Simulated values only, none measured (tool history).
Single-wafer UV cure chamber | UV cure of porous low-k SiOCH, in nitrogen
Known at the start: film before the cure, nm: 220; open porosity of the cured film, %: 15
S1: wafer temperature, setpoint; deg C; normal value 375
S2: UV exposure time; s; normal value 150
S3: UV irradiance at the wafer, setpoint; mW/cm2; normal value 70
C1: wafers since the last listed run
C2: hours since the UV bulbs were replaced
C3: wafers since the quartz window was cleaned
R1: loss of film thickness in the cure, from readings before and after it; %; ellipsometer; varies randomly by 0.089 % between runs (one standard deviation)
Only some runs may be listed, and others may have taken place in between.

run 1 hour=0 | S1=363 S2=150 S3=70 | C1=0 C2=756.4 C3=2163 | R1=6.348
-- hour=1.6 quartz window cleaned
run 2 hour=63.3 | S1=363 S2=150 S3=70 | C1=311 C2=819.7 C3=311 | R1=7.438
run 3 hour=125.9 | S1=363 S2=150 S3=70 | C1=315 C2=882.3 C3=626 | R1=7.199
run 4 hour=173.4 | S1=375 S2=185 S3=70 | C1=239 C2=929.8 C3=866 | R1=8.245
run 5 hour=215.6 | S1=375 S2=185 S3=70 | C1=212 C2=972 C3=1079 | R1=8.011
run 6 hour=292.5 | S1=375 S2=80 S3=70 | C1=387 C2=1048.9 C3=1467 | R1=4.888
run 7 hour=333.5 | S1=375 S2=150 S3=70 | C1=206 C2=1089.9 C3=1673 | R1=7.085
-- hour=396.2 quartz window cleaned
run 8 hour=430.6 | S1=375 S2=150 S3=70 | C1=449 C2=1187 C3=173 | R1=7.441
run 9 hour=468 | S1=375 S2=150 S3=70 | C1=188 C2=1224.4 C3=362 | R1=7.328
run 10 hour=515.1 | S1=375 S2=150 S3=70 | C1=237 C2=1271.5 C3=599 | R1=7.387
run 11 hour=557.6 | S1=375 S2=150 S3=70 | C1=214 C2=1314 C3=813 | R1=7.352
run 12 hour=636.9 | S1=375 S2=150 S3=70 | C1=399 C2=1393.3 C3=1213 | R1=7.24
run 13 hour=710.6 | S1=375 S2=150 S3=70 | C1=371 C2=1467 C3=1585 | R1=6.979
run 14 hour=751.4 | S1=375 S2=150 S3=70 | C1=205 C2=1507.8 C3=1791 | R1=6.988
run 15 hour=826.6 | S1=375 S2=150 S3=70 | C1=379 C2=1583 C3=2170 | R1=6.63
-- hour=856.3 quartz window cleaned
run 16 hour=921.3 | S1=375 S2=150 S3=70 | C1=437 C2=1677.7 C3=328 | R1=7.391
run 17 hour=1022.8 | S1=387 S2=215 S3=70 | C1=511 C2=1779.2 C3=840 | R1=9.036
run 18 hour=1100.6 | S1=375 S2=125 S3=70 | C1=392 C2=1857 C3=1232 | R1=6.697
run 19 hour=1188.8 | S1=355 S2=60 S3=70 | C1=444 C2=1945.2 C3=1677 | R1=3.616
run 20 hour=1276.7 | S1=364 S2=110 S3=46 | C1=443 C2=2033.1 C3=2120 | R1=4.039
run 21 hour=1315.9 | S1=366 S2=185 S3=43 | C1=197 C2=2072.3 C3=2318 | R1=5.348
-- hour=1336.6 quartz window cleaned
-- hour=1374.9 UV bulbs replaced
run 22 hour=1606.1 | S1=362 S2=120 S3=50 | C1=1383 C2=231.2 C3=1319 | R1=4.869

Forecast run 23:
run 23 hour=1704.5 | S1=375 S2=150 S3=70 | C1=496 C2=329.6 C3=1815 | R1=?

Run 23 measured R1 6.934 %.
Minus the tool's unlogged condition, the same run would have read R1 7.621 %.
